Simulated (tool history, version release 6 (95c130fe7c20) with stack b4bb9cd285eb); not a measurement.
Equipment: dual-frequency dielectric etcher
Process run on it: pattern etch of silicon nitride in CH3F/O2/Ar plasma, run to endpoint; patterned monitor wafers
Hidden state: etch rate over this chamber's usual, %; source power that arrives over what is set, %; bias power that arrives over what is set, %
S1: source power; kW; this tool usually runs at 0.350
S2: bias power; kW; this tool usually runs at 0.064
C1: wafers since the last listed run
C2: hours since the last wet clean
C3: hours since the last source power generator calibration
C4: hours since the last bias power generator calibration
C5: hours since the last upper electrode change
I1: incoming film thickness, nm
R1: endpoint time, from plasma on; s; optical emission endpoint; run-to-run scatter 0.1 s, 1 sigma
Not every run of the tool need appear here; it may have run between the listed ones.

Run 1, hour 0.0: usual settings but S2 0.060 kW; C1 0; C2 105.2; C3 2468.2; C4 2139.6; C5 1942.9; I1 21.51. Result: R1 35.1 s.
Run 2, hour 32.9: usual settings but S1 0.380 kW, S2 0.056 kW; C1 600; C2 138.1; C3 2501.1; C4 2172.5; C5 1975.8; I1 21.56. Result: R1 35.1 s.
Run 3, hour 50.5: usual settings but S1 0.380 kW, S2 0.056 kW; C1 321; C2 155.7; C3 2518.7; C4 2190.1; C5 1993.4; I1 21.50. Result: R1 34.6 s.
Run 4, hour 83.1: usual settings but S1 0.380 kW, S2 0.056 kW; C1 595; C2 188.3; C3 2551.3; C4 2222.7; C5 2026.0; I1 21.50. Result: R1 34.8 s.
Run 5, hour 116.6: usual settings but S2 0.059 kW; C1 611; C2 221.8; C3 2584.8; C4 2256.2; C5 2059.5; I1 21.53. Result: R1 35.5 s.
Run 6, hour 150.0: usual settings but S2 0.059 kW; C1 610; C2 255.2; C3 2618.2; C4 2289.6; C5 2092.9; I1 21.45. Result: R1 35.2 s.
At hour 193.5: upper electrode replaced.
Run 7, hour 194.0: usual settings but S2 0.059 kW; C1 365; C2 299.2; C3 2662.2; C4 2333.6; C5 0.5; I1 21.39. Result: R1 35.3 s.
Run 8, hour 198.7: usual settings but S2 0.070 kW; C1 85; C2 303.9; C3 2666.9; C4 2338.3; C5 5.2; I1 21.42. Result: R1 33.8 s.
At hour 221.4: source power generator calibrated.
Run 9, hour 227.1: usual settings but S1 0.300 kW, S2 0.056 kW; C1 445; C2 332.3; C3 5.7; C4 2366.7; C5 33.6; I1 21.64. Result: R1 37.9 s.
At hour 279.8: wet clean of the chamber.
Run 10, hour 280.3: usual settings but S1 0.300 kW, S2 0.056 kW; C1 533; C2 0.5; C3 58.9; C4 2419.9; C5 86.8; I1 21.87. Result: R1 37.4 s.
Run 11, hour 282.1: usual settings but S1 0.300 kW, S2 0.056 kW; C1 32; C2 2.3; C3 60.7; C4 2421.7; C5 88.6; I1 21.42. Result: R1 36.4 s.
Run 12, hour 305.7: usual settings; C1 431; C2 25.9; C3 84.3; C4 2445.3; C5 112.2; I1 21.32. Result: R1 33.8 s.
Run 13, hour 327.0: usual settings; C1 389; C2 47.2; C3 105.6; C4 2466.6; C5 133.5; I1 21.10. Result: R1 33.5 s.
Run 14, hour 347.6: usual settings; C1 376; C2 67.8; C3 126.2; C4 2487.2; C5 154.1; I1 21.55. Result: R1 34.2 s.
Run 15, hour 364.9: usual settings; C1 316; C2 85.1; C3 143.5; C4 2504.5; C5 171.4; I1 21.46. Result: R1 34.1 s.
At hour 387.3: bias power generator calibrated.
Run 16, hour 387.8: usual settings but S1 0.260 kW, S2 0.079 kW; C1 345; C2 108.0; C3 166.4; C4 0.5; C5 194.3; I1 21.35. Result: R1 34.8 s.
Run 17, hour 401.9: usual settings but S2 0.075 kW; C1 257; C2 122.1; C3 180.5; C4 14.6; C5 208.4; I1 21.47. Result: R1 33.1 s.
Run 18, hour 425.6: usual settings but S1 0.400 kW, S2 0.074 kW; C1 432; C2 145.8; C3 204.2; C4 38.3; C5 232.1; I1 21.45. Result: R1 31.8 s.
Run 19, hour 445.7: usual settings but S1 0.400 kW, S2 0.078 kW; C1 367; C2 165.9; C3 224.3; C4 58.4; C5 252.2; I1 21.58. Result: R1 31.7 s.
Run 20, hour 461.8: usual settings but S1 0.270 kW, S2 0.051 kW; C1 294; C2 182.0; C3 240.4; C4 74.5; C5 268.3; I1 21.47. Result: R1 38.9 s.
Run 21, hour 483.7: usual settings but S1 0.390 kW; C1 400; C2 203.9; C3 262.3; C4 96.4; C5 290.2; I1 21.34. Result: R1 33.2 s.
Run 22, hour 508.3: usual settings but S1 0.270 kW, S2 0.049 kW; C1 449; C2 228.5; C3 286.9; C4 121.0; C5 314.8; I1 21.60. Result: R1 39.5 s.
Run 23, hour 526.3: usual settings but S1 0.440 kW; C1 328; C2 246.5; C3 304.9; C4 139.0; C5 332.8; I1 21.53. Result: R1 32.4 s.
Run 24, hour 552.8: usual settings but S1 0.320 kW, S2 0.056 kW; C1 484; C2 273.0; C3 331.4; C4 165.5; C5 359.3; I1 21.59. Result: R1 37.0 s.
Run 25, hour 576.3: usual settings but S1 0.260 kW, S2 0.057 kW; C1 429; C2 296.5; C3 354.9; C4 189.0; C5 382.8; I1 21.71. Result: R1 39.0 s.
Run 26, hour 598.6: usual settings but S1 0.380 kW, S2 0.056 kW; C1 407; C2 318.8; C3 377.2; C4 211.3; C5 405.1; I1 21.56. Result: R1 35.0 s.

Hidden state or all else? Some run-to-run changes of R1, split into what the settings, what came in and random variation would give without the hidden state, and what is left for the hidden state (with any gauge scatter that isn't in both results):
Run 6 -> 7: upper electrode replaced. R1 +0.1 s: hidden state +0.2, all else -0.1.
Run 9 -> 10: wet clean of the chamber. R1 -0.5 s: hidden state -0.7, all else +0.2.
Run 19 -> 20: S1 0.400 -> 0.270, S2 0.078 -> 0.051. R1 +7.2 s: hidden state +0.0, all else +7.2.
Run 22 -> 23: S1 0.270 -> 0.440, S2 0.049 -> 0.064. R1 -7.1 s: hidden state +0.0, all else -7.1.
